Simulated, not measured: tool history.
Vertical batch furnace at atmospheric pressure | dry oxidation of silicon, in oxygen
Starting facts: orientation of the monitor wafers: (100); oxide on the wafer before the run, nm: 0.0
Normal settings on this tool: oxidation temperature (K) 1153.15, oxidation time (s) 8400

run   hour  oxidation temperature (K)  oxidation time (s)  read-back reference wafer on the same gauge, thickness  oxide thickness on the monitor wafer (Å)
  1    0.0                    1153.15                8400                                                   24.30                                     288.2
  2   30.7                    1153.15                8400                                                   24.30                                     288.1
  3   50.5                    1153.15               10560                                                   24.30                                     336.9
  4   64.4                    1153.15                8400                                                   24.29                                     289.2
  5   92.0                    1153.15                8400                                                   24.29                                     289.4
  6  123.5                    1139.15                8400                                                   24.30                                     249.5
  7  169.1                    1153.15                5370                                                   24.30                                     215.7
  8  175.1                    1153.15                8400                                                   24.30                                     289.3
  9  262.0                    1175.15                8400                                                   24.30                                     365.9
 10  311.4                    1169.15                5160                                                   24.30                                     237.4
 11  345.9                    1134.15                5490                                                   24.31                                     170.2
 12  367.4                    1153.15                8400                                                   24.30                                     276.6
 13  383.2                    1175.15                8400                                                   24.30                                     348.3
 14  406.0                    1174.15                8400                                                   24.30                                     345.7

Put back what was entered between runs (3 entries, withheld): which listed runs does each sit between, and how does the hidden state differ from the listed run before to the listed run after?
Logged between run 6 and run 7: boat lift adjusted (hour 168.6)
  true tube temperature minus thermocouple reading, K: 4.61 -> 4.68
  measured value less the no-hidden-state value, oxide thickness on the monitor wafer (Å): +12.1 -> +10.4
Logged between run 8 and run 9: gauge calibrated (hour 181.8)
  true tube temperature minus thermocouple reading, K: 4.69 -> 4.82
  measured value less the no-hidden-state value, oxide thickness on the monitor wafer (Å): +14.0 -> +18.2
Logged between run 9 and run 10: thermocouples replaced and temperature profile calibrated (hour 290.3)
  true tube temperature minus thermocouple reading, K: 4.82 -> 0.361
  measured value less the no-hidden-state value, oxide thickness on the monitor wafer (Å): +18.2 -> +0.9
